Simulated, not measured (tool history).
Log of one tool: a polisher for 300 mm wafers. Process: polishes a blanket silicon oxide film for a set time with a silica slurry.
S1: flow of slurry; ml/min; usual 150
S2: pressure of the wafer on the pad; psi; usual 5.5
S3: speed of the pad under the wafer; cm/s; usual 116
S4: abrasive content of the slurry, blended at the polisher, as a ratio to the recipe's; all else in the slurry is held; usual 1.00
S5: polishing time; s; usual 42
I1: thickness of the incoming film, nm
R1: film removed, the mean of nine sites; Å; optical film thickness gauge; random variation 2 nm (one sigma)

run	hour	S1	S2	S3	S4	S5	I1	R1
1	0.0	150	5.5	116	1.00	42	723.3	1572
# hour 53.4: conditioning disc replaced and pad reconditioned
2	85.2	150	5.5	116	1.00	42	726.2	1548
# hour 161.2: head pressure recalibrated
# hour 163.5: slurry nozzle cleaned
3	176.2	150	5.5	116	1.00	42	712.3	1699
# hour 206.2: worn pad replaced by a new one
4	226.7	150	5.5	116	1.00	42	710.6	1625
# hour 240.1: slurry blender recalibrated
5	313.2	150	5.5	116	1.00	42	734.8	1622
# hour 357.5: conditioning disc replaced and pad reconditioned
6	378.4	150	5.5	116	1.00	42	733.9	1530
7	451.3	150	5.5	116	1.00	42	710.8	1563
# hour 473.4: head pressure recalibrated
8	490.4	150	5.5	116	1.00	42	716.6	1544
# hour 513.0: worn pad replaced by a new one
# hour 526.5: slurry blender recalibrated
# hour 528.2: slurry nozzle cleaned
# hour 657.7: conditioning disc replaced and pad reconditioned
9	691.8	150	5.5	116	1.00	42	730.1	1590
10	795.5	175	5.5	92	1.00	54	718.0	1751
# hour 797.5: head pressure recalibrated
# hour 810.5: slurry blender recalibrated
# hour 824.8: worn pad replaced by a new one
11	871.2	150	5.5	116	1.00	42	718.1	1544
# hour 913.3: slurry nozzle cleaned
# hour 946.4: conditioning disc replaced and pad reconditioned
12	959.1	150	3.9	96	1.00	42	717.5	1003
13	1020.5	150	5.5	116	0.85	42	722.5	1514
# hour 1084.1: head pressure recalibrated
14	1104.3	150	5.5	116	1.00	51	711.7	1905
# hour 1115.9: slurry blender recalibrated
# hour 1117.1: worn pad replaced by a new one
15	1183.8	185	5.5	136	1.00	42	726.1	1819
# hour 1222.2: conditioning disc replaced and pad reconditioned
16	1238.1	150	5.5	116	1.00	42	716.9	1512
# hour 1255.2: slurry nozzle cleaned
17	1303.8	150	4.1	132	0.80	52	712.9	1585
# hour 1359.1: head pressure recalibrated
18	1359.6	150	5.5	82	1.00	55	717.6	1591

Forecast each of these 5 alternatives for the next run:
A	1360.0	150	5.5	116	1.00	42	727.3	?
B	1360.0	150	5.5	116	0.75	42	727.3	?
C	1360.0	150	5.5	94	1.00	54	727.3	?
D	1360.0	135	5.5	140	0.80	42	727.3	?
E	1360.0	130	5.5	116	1.00	55	727.3	?

run	R1
A	1639
B	1463
C	1781
D	1697
E	2065
Without the tool's hidden state the same runs would have given:
run	R1
A	1736
B	1550
C	1887
D	1810
E	2207
